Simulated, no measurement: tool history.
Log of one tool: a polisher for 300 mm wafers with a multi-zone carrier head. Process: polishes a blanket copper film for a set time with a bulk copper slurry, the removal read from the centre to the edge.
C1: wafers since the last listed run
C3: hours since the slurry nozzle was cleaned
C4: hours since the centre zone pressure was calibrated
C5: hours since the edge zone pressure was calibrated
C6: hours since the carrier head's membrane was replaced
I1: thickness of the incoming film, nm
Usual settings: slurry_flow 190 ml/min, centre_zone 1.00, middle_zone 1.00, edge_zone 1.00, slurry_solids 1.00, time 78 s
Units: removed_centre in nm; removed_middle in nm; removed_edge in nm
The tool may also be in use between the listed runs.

{"run": 1, "hour": 0.0, "slurry_flow": 190, "centre_zone": 1.0, "middle_zone": 1.0, "edge_zone": 1.0, "slurry_solids": 1.0, "time": 78, "C1": 0, "wafers polished on this pad": 1681, "C3": 494.2, "C4": 690.6, "C5": 222.0, "C6": 508.5, "I1": 4253.1, "removed_centre": 845.7, "removed_middle": 774.6, "removed_edge": 749.4}
{"hour": 32.0, "done": "worn pad replaced by a new one"}
{"run": 2, "hour": 46.5, "slurry_flow": 190, "centre_zone": 1.0, "middle_zone": 1.0, "edge_zone": 1.0, "slurry_solids": 1.0, "time": 78, "C1": 418, "wafers polished on this pad": 142, "C3": 540.7, "C4": 737.1, "C5": 268.5, "C6": 555.0, "I1": 4286.4, "removed_centre": 858.5, "removed_middle": 759.8, "removed_edge": 747.5}
{"run": 3, "hour": 100.8, "slurry_flow": 190, "centre_zone": 1.0, "middle_zone": 1.0, "edge_zone": 1.0, "slurry_solids": 1.0, "time": 78, "C1": 534, "wafers polished on this pad": 677, "C3": 595.0, "C4": 791.4, "C5": 322.8, "C6": 609.3, "I1": 4337.9, "removed_centre": 856.5, "removed_middle": 762.4, "removed_edge": 774.0}
{"run": 4, "hour": 162.1, "slurry_flow": 190, "centre_zone": 1.0, "middle_zone": 1.0, "edge_zone": 1.0, "slurry_solids": 1.0, "time": 78, "C1": 603, "wafers polished on this pad": 1280, "C3": 656.3, "C4": 852.7, "C5": 384.1, "C6": 670.6, "I1": 4364.3, "removed_centre": 847.4, "removed_middle": 777.2, "removed_edge": 748.4}
{"run": 5, "hour": 188.0, "slurry_flow": 190, "centre_zone": 1.0, "middle_zone": 1.0, "edge_zone": 1.0, "slurry_solids": 1.0, "time": 78, "C1": 254, "wafers polished on this pad": 1535, "C3": 682.2, "C4": 878.6, "C5": 410.0, "C6": 696.5, "I1": 4379.6, "removed_centre": 835.4, "removed_middle": 754.5, "removed_edge": 752.9}
{"hour": 235.7, "done": "worn pad replaced by a new one"}
{"run": 6, "hour": 243.0, "slurry_flow": 190, "centre_zone": 1.0, "middle_zone": 1.0, "edge_zone": 1.0, "slurry_solids": 1.0, "time": 78, "C1": 501, "wafers polished on this pad": 71, "C3": 737.2, "C4": 933.6, "C5": 465.0, "C6": 751.5, "I1": 4285.2, "removed_centre": 868.0, "removed_middle": 771.8, "removed_edge": 760.3}
{"run": 7, "hour": 300.9, "slurry_flow": 190, "centre_zone": 1.0, "middle_zone": 1.0, "edge_zone": 1.0, "slurry_solids": 1.0, "time": 78, "C1": 569, "wafers polished on this pad": 641, "C3": 795.1, "C4": 991.5, "C5": 522.9, "C6": 809.4, "I1": 4299.5, "removed_centre": 855.9, "removed_middle": 784.5, "removed_edge": 752.0}
{"hour": 426.2, "done": "worn pad replaced by a new one"}
{"hour": 461.7, "done": "slurry nozzle cleaned"}
{"run": 8, "hour": 466.3, "slurry_flow": 190, "centre_zone": 1.0, "middle_zone": 1.0, "edge_zone": 1.0, "slurry_solids": 1.0, "time": 78, "C1": 1578, "wafers polished on this pad": 384, "C3": 4.6, "C4": 1156.9, "C5": 688.3, "C6": 974.8, "I1": 4371.6, "removed_centre": 851.9, "removed_middle": 773.2, "removed_edge": 747.6}
{"run": 9, "hour": 492.8, "slurry_flow": 190, "centre_zone": 1.0, "middle_zone": 1.06, "edge_zone": 1.0, "slurry_solids": 1.0, "time": 78, "C1": 260, "wafers polished on this pad": 645, "C3": 31.1, "C4": 1183.4, "C5": 714.8, "C6": 1001.3, "I1": 4340.4, "removed_centre": 869.6, "removed_middle": 799.4, "removed_edge": 758.1}
{"hour": 532.0, "done": "centre zone pressure recalibrated"}
{"run": 10, "hour": 574.2, "slurry_flow": 190, "centre_zone": 1.0, "middle_zone": 1.06, "edge_zone": 1.0, "slurry_solids": 1.0, "time": 78, "C1": 781, "wafers polished on this pad": 1427, "C3": 112.5, "C4": 42.2, "C5": 796.2, "C6": 1082.7, "I1": 4228.6, "removed_centre": 750.2, "removed_middle": 808.3, "removed_edge": 745.3}
{"hour": 593.3, "done": "edge zone pressure recalibrated"}
{"run": 11, "hour": 622.8, "slurry_flow": 190, "centre_zone": 0.94, "middle_zone": 1.0, "edge_zone": 1.0, "slurry_solids": 1.15, "time": 78, "C1": 458, "wafers polished on this pad": 1885, "C3": 161.1, "C4": 90.8, "C5": 29.5, "C6": 1131.3, "I1": 4313.2, "removed_centre": 747.9, "removed_middle": 789.0, "removed_edge": 795.1}
{"hour": 631.4, "done": "worn pad replaced by a new one"}
{"run": 12, "hour": 660.2, "slurry_flow": 140, "centre_zone": 1.1, "middle_zone": 1.0, "edge_zone": 1.0, "slurry_solids": 0.9, "time": 92, "C1": 328, "wafers polished on this pad": 283, "C3": 198.5, "C4": 128.2, "C5": 66.9, "C6": 1168.7, "I1": 4315.0, "removed_centre": 941.0, "removed_middle": 861.7, "removed_edge": 844.6}
{"hour": 687.5, "done": "carrier head's membrane replaced by a new one"}
{"run": 13, "hour": 696.4, "slurry_flow": 190, "centre_zone": 1.0, "middle_zone": 1.0, "edge_zone": 0.93, "slurry_solids": 1.0, "time": 78, "C1": 307, "wafers polished on this pad": 590, "C3": 234.7, "C4": 164.4, "C5": 103.1, "C6": 8.9, "I1": 4346.7, "removed_centre": 793.7, "removed_middle": 762.6, "removed_edge": 722.7}
{"run": 14, "hour": 749.7, "slurry_flow": 190, "centre_zone": 1.0, "middle_zone": 1.03, "edge_zone": 0.96, "slurry_solids": 1.0, "time": 64, "C1": 524, "wafers polished on this pad": 1115, "C3": 288.0, "C4": 217.7, "C5": 156.4, "C6": 62.2, "I1": 4321.3, "removed_centre": 650.5, "removed_middle": 655.7, "removed_edge": 606.7}
{"run": 15, "hour": 788.2, "slurry_flow": 140, "centre_zone": 1.1, "middle_zone": 1.0, "edge_zone": 1.0, "slurry_solids": 0.9, "time": 92, "C1": 378, "wafers polished on this pad": 1494, "C3": 326.5, "C4": 256.2, "C5": 194.9, "C6": 100.7, "I1": 4270.1, "removed_centre": 962.4, "removed_middle": 851.9, "removed_edge": 855.2}
{"hour": 836.3, "done": "worn pad replaced by a new one"}
{"run": 16, "hour": 847.8, "slurry_flow": 190, "centre_zone": 1.12, "middle_zone": 0.89, "edge_zone": 1.0, "slurry_solids": 1.0, "time": 78, "C1": 547, "wafers polished on this pad": 112, "C3": 386.1, "C4": 315.8, "C5": 254.5, "C6": 160.3, "I1": 4323.2, "removed_centre": 891.2, "removed_middle": 688.5, "removed_edge": 776.0}
{"run": 17, "hour": 888.4, "slurry_flow": 190, "centre_zone": 1.03, "middle_zone": 0.93, "edge_zone": 1.0, "slurry_solids": 1.0, "time": 78, "C1": 399, "wafers polished on this pad": 512, "C3": 426.7, "C4": 356.4, "C5": 295.1, "C6": 200.9, "I1": 4328.6, "removed_centre": 841.5, "removed_middle": 730.3, "removed_edge": 770.5}
{"run": 18, "hour": 915.3, "slurry_flow": 140, "centre_zone": 1.0, "middle_zone": 0.96, "edge_zone": 1.0, "slurry_solids": 1.2, "time": 69, "C1": 264, "wafers polished on this pad": 777, "C3": 453.6, "C4": 383.3, "C5": 322.0, "C6": 227.8, "I1": 4396.4, "removed_centre": 714.1, "removed_middle": 650.7, "removed_edge": 672.4}
{"run": 19, "hour": 968.6, "slurry_flow": 190, "centre_zone": 1.0, "middle_zone": 1.0, "edge_zone": 1.0, "slurry_solids": 1.0, "time": 78, "C1": 524, "wafers polished on this pad": 1301, "C3": 506.9, "C4": 436.6, "C5": 375.3, "C6": 281.1, "I1": 4336.5, "removed_centre": 805.5, "removed_middle": 771.6, "removed_edge": 761.3}
{"run": 20, "hour": 1015.1, "slurry_flow": 210, "centre_zone": 1.0, "middle_zone": 1.0, "edge_zone": 1.0, "slurry_solids": 1.0, "time": 78, "C1": 457, "wafers polished on this pad": 1759, "C3": 553.4, "C4": 483.1, "C5": 421.8, "C6": 327.6, "I1": 4247.0, "removed_centre": 819.4, "removed_middle": 794.4, "removed_edge": 774.8}
{"hour": 1051.8, "done": "worn pad replaced by a new one"}
{"run": 21, "hour": 1065.1, "slurry_flow": 170, "centre_zone": 1.0, "middle_zone": 1.0, "edge_zone": 1.06, "slurry_solids": 1.0, "time": 67, "C1": 452, "wafers polished on this pad": 130, "C3": 603.4, "C4": 533.1, "C5": 471.8, "C6": 377.6, "I1": 4304.9, "removed_centre": 694.8, "removed_middle": 642.7, "removed_edge": 658.0}

The same runs without the tool's hidden state, with the same run-to-run variation:
The hidden state here: removal rate lost through wear of the pad, %; slurry flow missing at the pad, %; deviation of the centre zone's pressure from its setpoint, %; deviation of the edge zone's pressure from its setpoint, %.
run=1 removed_centre=752.8
run=2 removed_centre=762.6
run=3 removed_centre=759.2
run=4 removed_centre=749.6
run=5 removed_centre=738.4
run=6 removed_centre=766.1
run=7 removed_centre=754.5
run=8 removed_centre=748.9
run=9 removed_centre=764.1
run=10 removed_centre=739.6
run=11 removed_centre=727.3
run=12 removed_centre=907.1
run=13 removed_centre=758.8
run=14 removed_centre=615.5
run=15 removed_centre=905.0
run=16 removed_centre=830.8
run=17 removed_centre=780.1
run=18 removed_centre=659.8
run=19 removed_centre=740.1
run=20 removed_centre=749.7
run=21 removed_centre=633.1
removed_middle: within 0.6 nm of the measured result in every run.
removed_edge: as measured in every run.
